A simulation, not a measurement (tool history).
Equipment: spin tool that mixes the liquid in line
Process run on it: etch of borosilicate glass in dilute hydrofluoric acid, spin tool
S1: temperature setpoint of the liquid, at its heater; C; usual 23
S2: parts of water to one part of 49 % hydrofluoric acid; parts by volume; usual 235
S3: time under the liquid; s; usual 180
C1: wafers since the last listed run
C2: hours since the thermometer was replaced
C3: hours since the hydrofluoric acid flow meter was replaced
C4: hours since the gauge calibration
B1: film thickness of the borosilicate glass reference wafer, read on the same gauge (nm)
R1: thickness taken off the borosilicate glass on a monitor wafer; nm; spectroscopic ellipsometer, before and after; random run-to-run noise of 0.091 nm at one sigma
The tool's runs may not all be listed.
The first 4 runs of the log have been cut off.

run 5 hour=55.7 | S1=23 S2=235 S3=180 | C1=149 C2=792.7 C3=955.2 C4=98.6 | B1=50.01 | R1=20.88
run 6 hour=72.3 | S1=23 S2=235 S3=180 | C1=156 C2=809.3 C3=971.8 C4=115.2 | B1=50 | R1=20.82
run 7 hour=87.9 | S1=23 S2=235 S3=180 | C1=147 C2=824.9 C3=987.4 C4=130.8 | B1=50.01 | R1=20.74
run 8 hour=98.7 | S1=21 S2=235 S3=180 | C1=101 C2=835.7 C3=998.2 C4=141.6 | B1=49.99 | R1=19.11
run 9 hour=106.5 | S1=21 S2=235 S3=180 | C1=73 C2=843.5 C3=1006 C4=149.4 | B1=50.02 | R1=19.27
run 10 hour=116.7 | S1=21 S2=235 S3=180 | C1=96 C2=853.7 C3=1016.2 C4=159.6 | B1=49.97 | R1=19.14
run 11 hour=128.2 | S1=23 S2=170 S3=180 | C1=108 C2=865.2 C3=1027.7 C4=171.1 | B1=50.05 | R1=30.5
run 12 hour=145.3 | S1=24.5 S2=300 S3=75 | C1=161 C2=882.3 C3=1044.8 C4=188.2 | B1=49.98 | R1=6.63
run 13 hour=157.4 | S1=23 S2=235 S3=180 | C1=114 C2=894.4 C3=1056.9 C4=200.3 | B1=50.01 | R1=20.65
-- hour=173.3 hydrofluoric acid flow meter replaced
run 14 hour=173.8 | S1=23 S2=235 S3=180 | C1=145 C2=910.8 C3=0.5 C4=216.7 | B1=50.06 | R1=22.45
run 15 hour=181.9 | S1=23 S2=135 S3=240 | C1=76 C2=918.9 C3=8.6 C4=224.8 | B1=49.99 | R1=58.26
run 16 hour=199 | S1=28 S2=125 S3=120 | C1=161 C2=936 C3=25.7 C4=241.9 | B1=50.02 | R1=38.6

The next listed run, before its measurement:
run 17 hour=205.2 | S1=23 S2=155 S3=110 | C1=58 C2=942.2 C3=31.9 C4=248.1 | B1=? | R1=?

Run 17 came out at B1 49.99, R1 22.56 nm.
Without the tool's hidden state the same run would have given R1 23.79 nm.

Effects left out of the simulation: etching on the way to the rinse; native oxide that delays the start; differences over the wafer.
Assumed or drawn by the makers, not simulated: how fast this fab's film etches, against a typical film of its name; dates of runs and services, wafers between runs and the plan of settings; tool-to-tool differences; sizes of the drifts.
